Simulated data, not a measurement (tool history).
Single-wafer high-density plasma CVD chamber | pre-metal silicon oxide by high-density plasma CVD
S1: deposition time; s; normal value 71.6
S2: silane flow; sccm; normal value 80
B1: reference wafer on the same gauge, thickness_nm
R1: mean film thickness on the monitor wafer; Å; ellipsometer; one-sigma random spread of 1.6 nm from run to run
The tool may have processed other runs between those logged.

run,hour,S1,S2,B1,R1
1,0.0,71.6,67,508.090,5097.49
2,53.5,71.6,67,507.735,5109.05
3,102.5,71.6,80,508.177,6070.40
4,194.9,71.6,80,507.900,6113.26
5,288.5,67.0,71,508.077,5088.70
6,328.9,67.0,71,507.871,5071.87
7,419.7,67.0,71,507.517,5066.35
8,458.5,79.7,84,507.711,7182.95
9,507.7,71.6,80,507.800,6118.92
10,604.4,71.6,80,508.033,6156.66
11,659.2,71.6,80,508.254,6152.35
12,723.1,71.6,80,507.849,6127.26
13,798.2,71.6,80,508.159,6132.19
14,848.0,71.6,80,507.535,6172.13
15,922.0,71.6,80,508.302,6127.54
16,991.0,61.6,80,507.982,5273.78
17,1081.5,61.6,80,508.047,5296.11
18,1139.5,61.6,80,507.845,5310.01
19,1235.8,71.6,91,508.446,6981.41
20,1343.8,71.6,91,508.279,7018.23
21,1576.2,76.6,67,508.123,5511.50
22,1630.9,67.8,84,508.045,5865.62
23,1699.1,66.5,92,507.810,6339.18
24,1783.7,80.3,91,508.066,7589.30
25,1833.5,82.5,68,508.127,5816.35
26,1936.5,71.6,75,507.678,5567.41
27,2017.1,79.0,93,508.116,7688.09
28,2120.2,81.2,69,508.025,5857.83
29,2182.4,71.6,67,507.982,5031.29
30,2244.6,71.6,80,507.732,6005.36
31,2340.2,71.6,80,508.699,6025.90
32,2425.2,64.1,71,507.877,4785.08
33,2475.0,71.6,80,508.201,6024.44
34,2547.9,78.2,74,508.078,6085.53
35,2644.4,71.6,80,508.004,6060.13
36,2708.3,63.4,80,508.075,5363.19
37,2793.5,71.6,80,508.162,6062.01
38,2883.2,71.6,80,508.199,6065.82
39,2988.9,78.7,72,507.817,6019.57
40,3064.6,81.2,69,508.457,5942.56

Withheld: 2 entries from between the runs. Position of each, and hidden state at the listed run before versus the listed run after:
Runs 21 to 22: silane flow controller replaced (hour 1611.0)
  delivered silane flow above the setpoint (%): 4.65 -> 0.383
  what was measured, less what the result would be without the hidden state, R1: +244.77 -> +22.39 Å
Runs 24 to 25: gauge calibrated (hour 1818.2)
  delivered silane flow above the setpoint (%): 0.94 -> 1.1
  what was measured, less what the result would be without the hidden state, R1: +70.67 -> +63.47 Å

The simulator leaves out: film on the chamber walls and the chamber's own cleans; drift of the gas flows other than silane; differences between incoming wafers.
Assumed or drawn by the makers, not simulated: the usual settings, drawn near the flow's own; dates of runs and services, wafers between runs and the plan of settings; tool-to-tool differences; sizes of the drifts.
